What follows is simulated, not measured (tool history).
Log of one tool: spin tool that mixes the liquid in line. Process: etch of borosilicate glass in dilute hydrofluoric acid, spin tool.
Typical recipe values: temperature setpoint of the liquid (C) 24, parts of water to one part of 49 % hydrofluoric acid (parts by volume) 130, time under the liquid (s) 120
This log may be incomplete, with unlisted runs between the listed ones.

run	hour	temperature setpoint of the liquid (C)	parts of water to one part of 49 % hydrofluoric acid (parts by volume)	time under the liquid (s)	wafers since the last listed run	hours since the thermometer was replaced	hours since the hydrofluoric acid flow meter was replaced	hours since the gauge calibration	read-back film thickness of the borosilicate glass reference wafer, read on the same gauge (nm)	thickness taken off the borosilicate glass on a monitor wafer (angstrom)
1	0	24	130	120	0	2923.3	341.5	421.9	49.99	314.9
# hour 33.1: thermometer replaced
2	42.5	24	130	85	409	9.4	384	464.4	50.02	224.4
# hour 44.7: gauge calibrated
3	56.1	24	130	85	134	23	397.6	11.4	49.98	225
# hour 58.9: hydrofluoric acid flow meter replaced
4	63	24	130	120	58	29.9	4.1	18.3	50	296.6
5	72	24	130	120	88	38.9	13.1	27.3	50.01	307.1
6	83.1	24	130	120	109	50	24.2	38.4	50.03	301.1
7	100.2	24	130	120	168	67.1	41.3	55.5	49.98	303.9
8	113.2	24	130	120	128	80.1	54.3	68.5	49.99	301.2
9	126.3	24	130	120	129	93.2	67.4	81.6	49.99	305.1
10	134.1	24	130	120	77	101	75.2	89.4	49.97	306.5
11	144	21.5	130	120	97	110.9	85.1	99.3	50.03	277.7
12	156.1	24	130	170	119	123	97.2	111.4	50.01	436.6
13	165.4	22.5	180	55	91	132.3	106.5	120.7	50	90.4
14	181	24	130	55	154	147.9	122.1	136.3	49.99	140.5
15	193.2	21	130	65	120	160.1	134.3	148.5	49.99	147.9
16	210.1	24	130	80	166	177	151.2	165.4	50	208.8
17	216.9	20.5	130	120	67	183.8	158	172.2	49.99	270.3
18	234.4	19.5	195	120	172	201.3	175.5	189.7	50.01	163.3
19	245	21.5	95	145	104	211.9	186.1	200.3	49.99	480.8
20	257.2	24	130	120	120	224.1	198.3	212.5	50	309.7
21	267.4	26.5	180	100	100	234.3	208.5	222.7	49.99	194
22	281.1	24	130	60	135	248	222.2	236.4	49.99	157.2
23	297.9	24	130	120	165	264.8	239	253.2	50	310.2
24	307	24	130	120	89	273.9	248.1	262.3	49.99	306.4
25	316.6	27	130	120	94	283.5	257.7	271.9	50.02	350.5
26	325.7	24	160	60	89	292.6	266.8	281	50.01	125.1
27	333.1	21.5	110	100	73	300	274.2	288.4	50	287.6
28	344.4	27	190	145	111	311.3	285.5	299.7	50.01	269.5
29	352.6	24	180	165	81	319.5	293.7	307.9	50.01	301.8
30	363.6	24	130	140	108	330.5	304.7	318.9	49.99	366.7
31	378.8	24	95	175	150	345.7	319.9	334.1	50	649.7
32	390.1	20.5	170	120	111	357	331.2	345.4	50	197.1
33	401.3	24	130	120	110	368.2	342.4	356.6	50.02	317
34	415.8	27.5	130	150	143	382.7	356.9	371.1	49.99	453.1

Hidden state or all else? Some run-to-run changes of thickness taken off the borosilicate glass on a monitor wafer (angstrom), split into what the settings, what came in and random variation would give without the hidden state, and what is left for the hidden state (with any gauge scatter that isn't in both results):
What the log doesn't record here: liquid colder than its thermometer reads (K); hydrofluoric acid flow above the setpoint (%); gauge reads high (%).
Run 3 -> 4: time under the liquid (s) 85 -> 120, hydrofluoric acid flow meter replaced. thickness taken off the borosilicate glass on a monitor wafer (angstrom) +71.6: hidden state -12.4, all else +84.
Run 12 -> 13: temperature setpoint of the liquid (C) 24 -> 22.5, parts of water to one part of 49 % hydrofluoric acid (parts by volume) 130 -> 180, time under the liquid (s) 170 -> 55. thickness taken off the borosilicate glass on a monitor wafer (angstrom) -346.2: hidden state -4.6, all else -341.6.
Run 18 -> 19: temperature setpoint of the liquid (C) 19.5 -> 21.5, parts of water to one part of 49 % hydrofluoric acid (parts by volume) 195 -> 95, time under the liquid (s) 120 -> 145. thickness taken off the borosilicate glass on a monitor wafer (angstrom) +317.5: hidden state +8.2, all else +309.3.
Run 30 -> 31: parts of water to one part of 49 % hydrofluoric acid (parts by volume) 130 -> 95, time under the liquid (s) 140 -> 175. thickness taken off the borosilicate glass on a monitor wafer (angstrom) +283: hidden state +12.6, all else +270.4.
Run 31 -> 32: temperature setpoint of the liquid (C) 24 -> 20.5, parts of water to one part of 49 % hydrofluoric acid (parts by volume) 95 -> 170, time under the liquid (s) 175 -> 120. thickness taken off the borosilicate glass on a monitor wafer (angstrom) -452.6: hidden state -19, all else -433.6.
